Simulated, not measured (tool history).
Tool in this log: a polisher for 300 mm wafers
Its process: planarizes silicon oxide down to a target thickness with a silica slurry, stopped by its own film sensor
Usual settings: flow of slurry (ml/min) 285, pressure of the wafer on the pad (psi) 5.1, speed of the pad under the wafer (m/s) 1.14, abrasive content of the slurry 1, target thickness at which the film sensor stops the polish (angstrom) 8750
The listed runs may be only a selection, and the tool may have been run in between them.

run	hour	flow of slurry (ml/min)	pressure of the wafer on the pad (psi)	speed of the pad under the wafer (m/s)	abrasive content of the slurry	target thickness at which the film sensor stops the polish (angstrom)	wafers since the last listed run	wafers polished on this pad	hours since the slurry nozzle was cleaned	hours since the head pressure was calibrated	hours since the slurry blender was calibrated	hours since the conditioning disc was replaced	incoming thickness of the incoming film, nm	time until the film sensor stopped the polish (s)
1	0	285	4	1.14	1	8750	0	527	550	781.7	232	297.3	1386.3	191.8
2	16	285	4	1.14	1	8750	144	672	566	797.7	248	313.3	1403.5	202.9
# hour 42: worn pad replaced by a new one
3	42.5	285	5.1	1.14	1	8750	203	4	592.5	824.2	274.5	339.8	1384.6	154.2
4	60.2	285	6	1.14	1	8750	159	164	610.2	841.9	292.2	357.5	1400.8	135.8
5	87.2	285	6	1.14	1	8750	244	408	637.2	868.9	319.2	384.5	1385.8	132.1
6	122.5	285	6	1.14	1	8750	319	727	672.5	904.2	354.5	419.8	1427.2	141.2
# hour 124.3: slurry nozzle cleaned
# hour 137.8: slurry blender recalibrated
# hour 141.6: worn pad replaced by a new one
7	153.6	285	5.1	1.14	1.25	8750	219	108	29.3	935.3	15.8	450.9	1419.7	155
# hour 170.4: conditioning disc replaced and pad reconditioned
8	170.9	285	5.1	1.14	1.25	8750	138	246	46.6	952.6	33.1	0.5	1397.2	149.1
9	188.6	285	5.6	1.4	0.8	9880	159	406	64.3	970.3	50.8	18.2	1388.7	111.7
10	214.8	285	6.7	1.14	1	10200	236	643	90.5	996.5	77	44.4	1396.7	91.3
# hour 247.7: worn pad replaced by a new one
11	248.2	285	5.1	1.14	1.25	8750	265	4	123.9	1029.9	110.4	77.8	1406.7	158.5
12	262	285	5.1	1.14	1	8750	124	129	137.7	1043.7	124.2	91.6	1399.5	164.8
# hour 279.4: head pressure recalibrated
13	290.2	285	5.1	1.14	0.75	8750	236	365	165.9	10.8	152.4	119.8	1409.5	160.8
14	308.4	355	5.1	0.8	1	8060	164	530	184.1	29	170.6	138	1410.7	185.8
# hour 343.6: worn pad replaced by a new one
15	344.1	285	5.1	1.14	1	8750	286	4	219.8	64.7	206.3	173.7	1392.8	137.5
16	354	285	5.1	1.28	0.9	8750	89	94	229.7	74.6	216.2	183.6	1411.7	143
17	384.4	285	5.1	1.14	1	10120	274	368	260.1	105	246.6	214	1407	106.7

Some steps in time until the film sensor stopped the polish (s) between neighbouring runs. How much of each would the tool show without its hidden state too (settings, what came in, random variation), and how much is left for the hidden state, with any gauge scatter that isn't in both results?
Hidden state at play: removal rate lost through wear of the pad, %; slurry flow missing at the pad, %; deviation of the head's pressure from its setpoint, %; abrasive missing from the slurry, %; time polished since the conditioner stopped cutting, s.
Run 10 -> 11: pressure of the wafer on the pad (psi) 6.7 -> 5.1, abrasive content of the slurry 1 -> 1.25, target thickness at which the film sensor stops the polish (angstrom) 10200 -> 8750, worn pad replaced by a new one. time until the film sensor stopped the polish (s) +67.2: hidden state +11.2, all else +56.
Run 12 -> 13: abrasive content of the slurry 1 -> 0.75, head pressure recalibrated. time until the film sensor stopped the polish (s) -4: hidden state -27.4, all else +23.4.
